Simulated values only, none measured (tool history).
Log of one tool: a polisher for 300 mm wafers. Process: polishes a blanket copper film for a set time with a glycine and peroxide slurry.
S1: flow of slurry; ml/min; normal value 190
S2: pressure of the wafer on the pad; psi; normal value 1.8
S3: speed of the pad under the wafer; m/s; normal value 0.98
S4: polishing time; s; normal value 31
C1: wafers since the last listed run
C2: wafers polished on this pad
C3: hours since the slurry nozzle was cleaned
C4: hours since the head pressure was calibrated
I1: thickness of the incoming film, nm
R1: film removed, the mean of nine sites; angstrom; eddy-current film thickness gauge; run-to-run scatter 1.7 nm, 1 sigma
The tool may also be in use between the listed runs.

run	hour	S1	S2	S3	S4	C1	C2	C3	C4	I1	R1
1	0	190	1.8	0.98	31	0	1053	637.8	1031.9	1792.4	1363
# hour 38.2: slurry nozzle cleaned
2	72.1	190	1.8	0.98	31	863	1916	33.9	1104	1822.8	1364
3	177.1	190	1.8	0.98	31	1274	3191	138.9	1209	1811.3	1326
# hour 195.3: head pressure recalibrated
4	250.4	190	1.8	0.98	31	865	4056	212.2	55.1	1824.8	1322
5	294.7	190	1.8	0.98	31	537	4594	256.5	99.4	1803.1	1318
6	386.5	190	1.5	0.98	31	1114	5708	348.3	191.2	1801.4	1140
7	516.9	190	1.8	0.98	31	1582	7291	478.7	321.6	1815	1294
8	576.4	190	1.8	0.98	31	722	8013	538.2	381.1	1832.5	1304
# hour 587: worn pad replaced by a new one
9	623.8	190	2.1	0.98	31	526	447	585.6	428.5	1776.1	1518
# hour 628: slurry nozzle cleaned
10	724.7	190	1.6	0.98	31	1212	1659	96.7	529.4	1806.8	1242
11	775	190	1.6	0.98	31	610	2270	147	579.7	1817.9	1226
12	1088.1	190	1.8	0.9	31	3800	6070	460.1	892.8	1783.2	1233
13	1127.8	190	1.8	0.98	31	481	6552	499.8	932.5	1801.9	1272
14	1185.6	190	1.8	0.98	31	701	7254	557.6	990.3	1837.6	1291
# hour 1197.2: slurry nozzle cleaned
# hour 1206.1: worn pad replaced by a new one
# hour 1213.3: head pressure recalibrated
15	1284.2	190	1.8	0.98	35	1111	924	87	70.9	1835.1	1544
16	1360.8	190	1.8	0.98	40	929	1854	163.6	147.5	1797.2	1725
17	1466.6	235	2.2	0.72	24	1284	3138	269.4	253.3	1809.4	1037
18	1654.8	205	1.4	1.2	41	2284	5422	457.6	441.5	1789.7	1672
19	1729.4	190	1.8	1.24	31	905	6328	532.2	516.1	1804.8	1489
20	1818.4	140	1.5	0.98	38	1080	7408	621.2	605.1	1795	1308
# hour 1824.6: slurry nozzle cleaned
21	1925.1	150	1.4	0.98	31	1283	8691	100.5	711.8	1816.7	1063
# hour 1958.3: worn pad replaced by a new one
22	2029.4	190	1.8	0.98	31	1217	862	204.8	816.1	1790.1	1337
23	2112.1	125	1.8	0.98	36	1003	1866	287.5	898.8	1772.8	1435
24	2166.4	140	1.8	1.08	31	659	2525	341.8	953.1	1793.8	1331
25	2228.6	190	1.8	0.98	31	755	3280	404	1015.3	1765.4	1301
# hour 2251.1: head pressure recalibrated
26	2269.7	190	1.8	0.98	31	474	3755	445.1	18.6	1798.3	1301
27	2342.6	165	1.3	0.66	38	884	4640	518	91.5	1788.9	1059
28	2432.5	190	2	0.98	31	1091	5731	607.9	181.4	1779.6	1422
29	2536.8	190	1.8	0.98	31	1266	6997	712.2	285.7	1762.7	1307
# hour 2541.3: slurry nozzle cleaned
# hour 2572.5: worn pad replaced by a new one
30	2611.9	190	1.5	0.98	26	850	477	70.6	360.8	1828.7	1024
31	2662.1	210	1.8	1.32	40	609	1087	120.8	411	1808	2102
32	2744.2	190	1.8	0.98	31	996	2083	202.9	493.1	1825.5	1326
33	2820.9	215	1.8	0.98	22	931	3014	279.6	569.8	1786.3	950
34	2895	190	2.1	0.78	31	899	3914	353.7	643.9	1814.5	1283
35	2984.7	175	1.6	0.98	31	1088	5003	443.4	733.6	1804.3	1192
36	3033.5	215	1.8	0.98	31	592	5595	492.2	782.4	1790.9	1329

Give the tool's hidden conditions for every run:
slurry flow missing at the pad, %: 0, the same for each run
deviation of the head's pressure from its setpoint, %: 0, the same for each run
H1: removal rate lost through wear of the pad, %
run	H1
1	1.76
2	2.74
3	3.7
4	4.15
5	4.36
6	4.67
7	4.95
8	5.03
9	1.18
10	2.81
11	3.38
12	5.07
13	5.16
14	5.26
15	2.28
16	3.35
17	4.34
18	5.26
19	5.46
20	5.62
21	5.75
22	1.75
23	2.93
24	3.5
25	4
26	4.26
27	4.62
28	4.93
29	5.16
30	0.913
31	1.8
32	2.88
33	3.59
34	4.07
35	4.48
36	4.64
